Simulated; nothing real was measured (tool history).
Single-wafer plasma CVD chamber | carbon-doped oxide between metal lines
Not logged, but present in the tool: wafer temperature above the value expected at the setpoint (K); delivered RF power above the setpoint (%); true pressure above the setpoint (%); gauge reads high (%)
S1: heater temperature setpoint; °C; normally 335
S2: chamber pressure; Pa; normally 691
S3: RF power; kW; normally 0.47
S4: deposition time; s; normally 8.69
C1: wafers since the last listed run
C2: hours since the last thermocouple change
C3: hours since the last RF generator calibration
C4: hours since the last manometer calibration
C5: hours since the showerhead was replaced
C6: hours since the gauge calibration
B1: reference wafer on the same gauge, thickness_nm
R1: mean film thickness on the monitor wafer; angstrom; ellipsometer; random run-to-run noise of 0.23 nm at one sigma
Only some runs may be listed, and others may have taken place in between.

{"run": 1, "day": 0.0, "S1": 335, "S2": 691, "S3": 0.47, "S4": 7.91, "C1": 0, "C2": 1942, "C3": 1613.7, "C4": 2062.6, "C5": 5691.5, "C6": 120.5, "B1": 45.946, "R1": 429.73}
{"run": 2, "day": 0.783, "S1": 335, "S2": 691, "S3": 0.47, "S4": 7.91, "C1": 655, "C2": 1960.8, "C3": 1632.5, "C4": 2081.4, "C5": 5710.3, "C6": 139.3, "B1": 45.867, "R1": 429.8}
{"run": 3, "day": 1.438, "S1": 335, "S2": 691, "S3": 0.47, "S4": 9.69, "C1": 547, "C2": 1976.5, "C3": 1648.2, "C4": 2097.1, "C5": 5726, "C6": 155, "B1": 45.897, "R1": 520.07}
{"run": 4, "day": 2.167, "S1": 335, "S2": 691, "S3": 0.54, "S4": 8.69, "C1": 610, "C2": 1994, "C3": 1665.7, "C4": 2114.6, "C5": 5743.5, "C6": 172.5, "B1": 45.918, "R1": 513.21}
{"run": 5, "day": 3.642, "S1": 335, "S2": 691, "S3": 0.54, "S4": 8.69, "C1": 1234, "C2": 2029.4, "C3": 1701.1, "C4": 2150, "C5": 5778.9, "C6": 207.9, "B1": 45.94, "R1": 511.95}
{"run": 6, "day": 4.504, "S1": 335, "S2": 691, "S3": 0.54, "S4": 8.69, "C1": 721, "C2": 2050.1, "C3": 1721.8, "C4": 2170.7, "C5": 5799.6, "C6": 228.6, "B1": 45.876, "R1": 512.26}
{"run": 7, "day": 5.838, "S1": 335, "S2": 691, "S3": 0.44, "S4": 8.69, "C1": 1116, "C2": 2082.1, "C3": 1753.8, "C4": 2202.7, "C5": 5831.6, "C6": 260.6, "B1": 45.915, "R1": 446.57}
{"run": 8, "day": 7.254, "S1": 335, "S2": 691, "S3": 0.44, "S4": 8.69, "C1": 1185, "C2": 2116.1, "C3": 1787.8, "C4": 2236.7, "C5": 5865.6, "C6": 294.6, "B1": 45.886, "R1": 449.92}
{"run": 9, "day": 8.067, "S1": 335, "S2": 691, "S3": 0.44, "S4": 8.69, "C1": 680, "C2": 2135.6, "C3": 1807.3, "C4": 2256.2, "C5": 5885.1, "C6": 314.1, "B1": 45.935, "R1": 449.5}
{"day": 9.392, "done": "capacitance manometer re-zeroed and calibrated"}
{"run": 10, "day": 9.412, "S1": 335, "S2": 691, "S3": 0.47, "S4": 8.69, "C1": 847, "C2": 2167.9, "C3": 1839.6, "C4": 0.5, "C5": 5917.4, "C6": 346.4, "B1": 45.805, "R1": 465.64}
{"day": 10.529, "done": "RF generator calibrated"}
{"run": 11, "day": 10.55, "S1": 321, "S2": 787, "S3": 0.425, "S4": 9.76, "C1": 673, "C2": 2195.2, "C3": 0.5, "C4": 27.8, "C5": 5944.7, "C6": 373.7, "B1": 45.913, "R1": 550.12}
{"run": 12, "day": 11.467, "S1": 344, "S2": 837, "S3": 0.535, "S4": 9.63, "C1": 767, "C2": 2217.2, "C3": 22.5, "C4": 49.8, "C5": 5966.7, "C6": 395.7, "B1": 45.863, "R1": 583.22}
{"run": 13, "day": 12.438, "S1": 335, "S2": 568, "S3": 0.47, "S4": 8.69, "C1": 812, "C2": 2240.5, "C3": 45.8, "C4": 73.1, "C5": 5990, "C6": 419, "B1": 45.829, "R1": 482.51}
{"day": 13.158, "done": "showerhead replaced"}
{"run": 14, "day": 13.65, "S1": 342, "S2": 691, "S3": 0.5, "S4": 8.69, "C1": 735, "C2": 2269.6, "C3": 74.9, "C4": 102.2, "C5": 11.8, "C6": 448.1, "B1": 45.838, "R1": 498.66}
{"run": 15, "day": 15.112, "S1": 329, "S2": 691, "S3": 0.52, "S4": 8.69, "C1": 1224, "C2": 2304.7, "C3": 110, "C4": 137.3, "C5": 46.9, "C6": 483.2, "B1": 45.963, "R1": 529.33}
{"run": 16, "day": 16.6, "S1": 335, "S2": 625, "S3": 0.535, "S4": 8.69, "C1": 1245, "C2": 2340.4, "C3": 145.7, "C4": 173, "C5": 82.6, "C6": 518.9, "B1": 45.833, "R1": 522.86}
{"run": 17, "day": 17.538, "S1": 350, "S2": 524, "S3": 0.435, "S4": 8.69, "C1": 784, "C2": 2362.9, "C3": 168.2, "C4": 195.5, "C5": 105.1, "C6": 541.4, "B1": 45.865, "R1": 434.8}
{"run": 18, "day": 18.542, "S1": 335, "S2": 691, "S3": 0.47, "S4": 8.69, "C1": 840, "C2": 2387, "C3": 192.3, "C4": 219.6, "C5": 129.2, "C6": 565.5, "B1": 45.879, "R1": 487}
{"run": 19, "day": 19.683, "S1": 344, "S2": 837, "S3": 0.535, "S4": 9.63, "C1": 955, "C2": 2414.4, "C3": 219.7, "C4": 247, "C5": 156.6, "C6": 592.9, "B1": 45.937, "R1": 586.68}
{"day": 20.108, "done": "thermocouple changed; heater temperature recalibrated"}
{"day": 20.904, "done": "gauge calibrated"}
{"run": 20, "day": 22.642, "S1": 326, "S2": 520, "S3": 0.5, "S4": 7.4, "C1": 2197, "C2": 60.8, "C3": 290.7, "C4": 318, "C5": 227.6, "C6": 41.7, "B1": 45.894, "R1": 427.76}
{"run": 21, "day": 23.55, "S1": 335, "S2": 691, "S3": 0.47, "S4": 8.69, "C1": 760, "C2": 82.6, "C3": 312.5, "C4": 339.8, "C5": 249.4, "C6": 63.5, "B1": 45.901, "R1": 487.7}
{"run": 22, "day": 24.283, "S1": 323, "S2": 824, "S3": 0.5, "S4": 8.69, "C1": 613, "C2": 100.2, "C3": 330.1, "C4": 357.4, "C5": 267, "C6": 81.1, "B1": 45.922, "R1": 536.38}
{"run": 23, "day": 25.712, "S1": 344, "S2": 691, "S3": 0.39, "S4": 8.69, "C1": 1196, "C2": 134.5, "C3": 364.4, "C4": 391.7, "C5": 301.3, "C6": 115.4, "B1": 45.867, "R1": 416.62}
{"run": 24, "day": 27.154, "S1": 335, "S2": 691, "S3": 0.47, "S4": 8.69, "C1": 1206, "C2": 169.1, "C3": 399, "C4": 426.3, "C5": 335.9, "C6": 150, "B1": 45.871, "R1": 487.19}
{"run": 25, "day": 28.571, "S1": 335, "S2": 691, "S3": 0.42, "S4": 7.78, "C1": 1185, "C2": 203.1, "C3": 433, "C4": 460.3, "C5": 369.9, "C6": 184, "B1": 45.926, "R1": 401.88}
{"run": 26, "day": 29.471, "S1": 343, "S2": 619, "S3": 0.425, "S4": 7.43, "C1": 753, "C2": 224.7, "C3": 454.6, "C4": 481.9, "C5": 391.5, "C6": 205.6, "B1": 45.929, "R1": 378.43}
{"run": 27, "day": 30.05, "S1": 335, "S2": 691, "S3": 0.47, "S4": 8.69, "C1": 484, "C2": 238.6, "C3": 468.5, "C4": 495.8, "C5": 405.4, "C6": 219.5, "B1": 45.853, "R1": 487.09}
{"run": 28, "day": 30.654, "S1": 335, "S2": 691, "S3": 0.51, "S4": 9.37, "C1": 505, "C2": 253.1, "C3": 483, "C4": 510.3, "C5": 419.9, "C6": 234, "B1": 45.925, "R1": 548.47}

5 ways to go on from here, each from the tool as it stands after run 28. What would each give?
{"run": "A", "day": 30.671, "S1": 335, "S2": 691, "S3": 0.47, "S4": 8.69, "C1": 13, "C2": 253.5, "C3": 483.4, "C4": 510.7, "C5": 420.3, "C6": 234.4, "B1": "?", "R1": "?"}
{"run": "B", "day": 30.671, "S1": 330, "S2": 812, "S3": 0.47, "S4": 8.69, "C1": 13, "C2": 253.5, "C3": 483.4, "C4": 510.7, "C5": 420.3, "C6": 234.4, "B1": "?", "R1": "?"}
{"run": "C", "day": 30.671, "S1": 328, "S2": 629, "S3": 0.51, "S4": 9.32, "C1": 13, "C2": 253.5, "C3": 483.4, "C4": 510.7, "C5": 420.3, "C6": 234.4, "B1": "?", "R1": "?"}
{"run": "D", "day": 30.671, "S1": 335, "S2": 691, "S3": 0.47, "S4": 7.04, "C1": 13, "C2": 253.5, "C3": 483.4, "C4": 510.7, "C5": 420.3, "C6": 234.4, "B1": "?", "R1": "?"}
{"run": "E", "day": 30.671, "S1": 335, "S2": 691, "S3": 0.415, "S4": 8.69, "C1": 13, "C2": 253.5, "C3": 483.4, "C4": 510.7, "C5": 420.3, "C6": 234.4, "B1": "?", "R1": "?"}

run=A B1=45.91 R1=487.55
run=B B1=45.91 R1=503.86
run=C B1=45.91 R1=554.06
run=D B1=45.91 R1=396.15
run=E B1=45.91 R1=446.7
Without the tool's hidden state the same runs would have given:
run=A R1=494.63
run=B R1=511.18
run=C R1=561.99
run=D R1=401.9
run=E R1=454.21
